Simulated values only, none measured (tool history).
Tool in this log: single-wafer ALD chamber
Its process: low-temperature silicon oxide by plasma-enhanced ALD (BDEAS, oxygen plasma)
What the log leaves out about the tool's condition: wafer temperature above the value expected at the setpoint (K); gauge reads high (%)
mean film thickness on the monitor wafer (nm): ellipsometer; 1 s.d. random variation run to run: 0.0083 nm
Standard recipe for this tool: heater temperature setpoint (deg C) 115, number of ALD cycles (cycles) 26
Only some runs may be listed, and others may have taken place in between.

| run | hour | heater temperature setpoint (deg C) | number of ALD cycles (cycles) | wafers since the last listed run | hours since the last thermocouple change | hours since the gauge calibration | read-back reference wafer on the same gauge, thickness_nm | mean film thickness on the monitor wafer (nm) |
|---|---|---|---|---|---|---|---|---|
| 1 | 0 | 118 | 26 | 0 | 784.7 | 446 | 3.858 | 3.434 |
| 2 | 44.1 | 118 | 26 | 338 | 828.8 | 490.1 | 3.854 | 3.421 |
| 3 | 168.3 | 115 | 26 | 953 | 953 | 614.3 | 3.847 | 3.455 |
| 4 | 267.3 | 115 | 26 | 759 | 1052 | 713.3 | 3.845 | 3.45 |
| 5 | 363.8 | 115 | 26 | 740 | 1148.5 | 809.8 | 3.838 | 3.445 |
| 6 | 469.8 | 107 | 26 | 813 | 1254.5 | 915.8 | 3.833 | 3.506 |
| 7 | 512 | 107 | 26 | 323 | 1296.7 | 958 | 3.837 | 3.493 |
|  | 521.7 | thermocouple changed; heater temperature recalibrated |
| 8 | 576.8 | 115 | 26 | 435 | 55.1 | 1022.8 | 3.836 | 3.44 |
| 9 | 636 | 115 | 26 | 454 | 114.3 | 1082 | 3.83 | 3.428 |
|  | 676.3 | gauge calibrated |
| 10 | 707.4 | 115 | 26 | 547 | 185.7 | 31.1 | 3.909 | 3.496 |
| 11 | 808.2 | 115 | 28 | 773 | 286.5 | 131.9 | 3.891 | 3.757 |
| 12 | 854.5 | 125 | 21 | 355 | 332.8 | 178.2 | 3.882 | 2.735 |
| 13 | 896.7 | 103 | 23 | 323 | 375 | 220.4 | 3.876 | 3.143 |
| 14 | 993.8 | 126 | 27 | 745 | 472.1 | 317.5 | 3.861 | 3.523 |
| 15 | 1066.1 | 108 | 23 | 554 | 544.4 | 389.8 | 3.859 | 3.1 |
| 16 | 1120.9 | 108 | 24 | 420 | 599.2 | 444.6 | 3.856 | 3.236 |
| 17 | 1196.7 | 121 | 28 | 581 | 675 | 520.4 | 3.85 | 3.66 |
| 18 | 1258.4 | 115 | 26 | 473 | 736.7 | 582.1 | 3.843 | 3.441 |

5 ways to go on from here, each from the tool as it stands after run 18. What would each give?
| A | 1258.8 | 115 | 22 | 3 | 737.1 | 582.5 | ? | ? |
| B | 1258.8 | 115 | 23 | 3 | 737.1 | 582.5 | ? | ? |
| C | 1258.8 | 106 | 26 | 3 | 737.1 | 582.5 | ? | ? |
| D | 1258.8 | 119 | 23 | 3 | 737.1 | 582.5 | ? | ? |
| E | 1258.8 | 109 | 26 | 3 | 737.1 | 582.5 | ? | ? |

| run | read-back reference wafer on the same gauge, thickness_nm | mean film thickness on the monitor wafer (nm) |
|---|---|---|
| A | 3.844 | 2.916 |
| B | 3.844 | 3.049 |
| C | 3.844 | 3.512 |
| D | 3.844 | 3.023 |
| E | 3.844 | 3.49 |
Without the tool's unlogged condition, the same runs would have read:
| run | mean film thickness on the monitor wafer (nm) |
|---|---|
| A | 2.967 |
| B | 3.102 |
| C | 3.573 |
| D | 3.075 |
| E | 3.551 |
